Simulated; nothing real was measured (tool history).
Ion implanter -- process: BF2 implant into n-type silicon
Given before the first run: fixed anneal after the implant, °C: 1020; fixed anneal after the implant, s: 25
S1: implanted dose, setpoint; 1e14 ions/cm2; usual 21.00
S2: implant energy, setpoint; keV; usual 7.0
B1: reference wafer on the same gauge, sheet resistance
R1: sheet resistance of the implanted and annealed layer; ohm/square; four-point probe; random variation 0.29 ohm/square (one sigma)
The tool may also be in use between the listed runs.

Run 1, hour 0.0: usual settings; B1 177.98. Result: R1 192.15 ohm/square.
Run 2, hour 90.2: usual settings but S1 22.66 1e14 ions/cm2; B1 178.06. Result: R1 192.39 ohm/square.
Run 3, hour 139.5: usual settings but S1 22.66 1e14 ions/cm2; B1 177.98. Result: R1 193.22 ohm/square.
Run 4, hour 215.0: usual settings; B1 178.00. Result: R1 191.88 ohm/square.
Run 5, hour 271.7: usual settings; B1 177.98. Result: R1 192.65 ohm/square.
Run 6, hour 336.1: usual settings; B1 178.05. Result: R1 192.45 ohm/square.
Run 7, hour 404.4: usual settings; B1 177.99. Result: R1 192.25 ohm/square.
Run 8, hour 456.7: usual settings; B1 178.00. Result: R1 192.22 ohm/square.
Run 9, hour 552.9: usual settings but S1 24.02 1e14 ions/cm2; B1 177.92. Result: R1 193.26 ohm/square.
At hour 622.5: Faraday cup replaced and dose calibrated.
Run 10, hour 652.7: usual settings but S1 24.02 1e14 ions/cm2; B1 177.98. Result: R1 192.99 ohm/square.
Run 11, hour 752.4: usual settings but S2 6.5 keV; B1 177.94. Result: R1 195.85 ohm/square.
Run 12, hour 806.6: usual settings but S2 6.5 keV; B1 178.02. Result: R1 194.98 ohm/square.
At hour 830.6: gauge calibrated.
Run 13, hour 904.1: usual settings but S2 6.5 keV; B1 178.02. Result: R1 195.64 ohm/square.
Run 14, hour 985.9: usual settings but S1 23.20 1e14 ions/cm2, S2 6.0 keV; B1 177.96. Result: R1 199.49 ohm/square.
Run 15, hour 1024.3: usual settings but S1 23.20 1e14 ions/cm2, S2 6.0 keV; B1 178.09. Result: R1 199.55 ohm/square.
Run 16, hour 1120.3: usual settings; B1 178.04. Result: R1 192.92 ohm/square.
At hour 1216.3: Faraday cup replaced and dose calibrated.
Run 17, hour 1256.6: usual settings but S1 15.25 1e14 ions/cm2, S2 5.5 keV; B1 177.94. Result: R1 206.51 ohm/square.
Run 18, hour 1334.9: usual settings but S1 23.20 1e14 ions/cm2, S2 6.0 keV; B1 178.01. Result: R1 199.39 ohm/square.
At hour 1399.9: extraction supply calibrated.
Run 19, hour 1417.2: usual settings but S1 16.83 1e14 ions/cm2; B1 178.04. Result: R1 193.57 ohm/square.
Run 20, hour 1509.5: usual settings but S1 27.24 1e14 ions/cm2, S2 5.0 keV; B1 178.00. Result: R1 206.48 ohm/square.
Run 21, hour 1557.5: usual settings but S1 25.40 1e14 ions/cm2, S2 5.0 keV; B1 177.96. Result: R1 205.64 ohm/square.
Run 22, hour 1654.0: usual settings but S1 18.27 1e14 ions/cm2, S2 5.5 keV; B1 178.03. Result: R1 201.44 ohm/square.
Run 23, hour 1694.2: usual settings; B1 178.01. Result: R1 191.84 ohm/square.
Run 24, hour 1778.9: usual settings but S1 22.69 1e14 ions/cm2, S2 8.5 keV; B1 177.98. Result: R1 183.44 ohm/square.
Run 25, hour 1820.3: usual settings but S1 16.83 1e14 ions/cm2; B1 177.98. Result: R1 193.00 ohm/square.
At hour 1887.5: Faraday cup replaced and dose calibrated.
Run 26, hour 1893.0: usual settings but S1 23.17 1e14 ions/cm2, S2 8.0 keV; B1 177.93. Result: R1 186.24 ohm/square.
Run 27, hour 1983.4: usual settings but S1 23.50 1e14 ions/cm2, S2 5.0 keV; B1 177.98. Result: R1 205.65 ohm/square.
Run 28, hour 2019.8: usual settings but S1 23.49 1e14 ions/cm2, S2 5.5 keV; B1 178.06. Result: R1 201.53 ohm/square.
Run 29, hour 2072.5: usual settings but S1 26.34 1e14 ions/cm2, S2 9.0 keV; B1 177.94. Result: R1 181.35 ohm/square.
Run 30, hour 2131.5: usual settings; B1 178.03. Result: R1 191.17 ohm/square.
Run 31, hour 2215.3: usual settings but S1 23.71 1e14 ions/cm2, S2 8.0 keV; B1 178.02. Result: R1 186.39 ohm/square.
Run 32, hour 2252.6: usual settings but S1 18.52 1e14 ions/cm2, S2 9.5 keV; B1 178.01. Result: R1 179.76 ohm/square.
Run 33, hour 2327.6: usual settings but S1 15.07 1e14 ions/cm2, S2 9.5 keV; B1 178.03. Result: R1 183.95 ohm/square.
Run 34, hour 2386.5: usual settings but S1 23.78 1e14 ions/cm2, S2 8.5 keV; B1 177.94. Result: R1 184.04 ohm/square.
Run 35, hour 2441.1: usual settings; B1 177.96. Result: R1 191.77 ohm/square.
At hour 2513.9: Faraday cup replaced and dose calibrated.
Run 36, hour 2751.6: usual settings but S2 9.0 keV; B1 177.99. Result: R1 180.80 ohm/square.
Run 37, hour 2858.9: usual settings; B1 178.01. Result: R1 191.29 ohm/square.

Same runs, no hidden state in the tool, same run-to-run variation:
What the log doesn't record here: deviation of the true dose from the Faraday cup's reading, %; deviation of the true energy from its setpoint, %; gauge reads high (%).
run      R1
  1  191.55
  2  191.73
  3  192.53
  4  191.17
  5  191.91
  6  191.68
  7  191.44
  8  191.38
  9  192.33
 10  192.00
 11  194.85
 12  193.95
 13  194.54
 14  198.33
 15  198.37
 16  191.66
 17  205.10
 18  198.00
 19  193.69
 20  206.60
 21  205.77
 22  201.56
 23  191.96
 24  183.57
 25  193.11
 26  186.35
 27  205.75
 28  201.63
 29  181.45
 30  191.26
 31  186.47
 32  179.82
 33  184.01
 34  184.09
 35  191.81
 36  180.77
 37  191.24
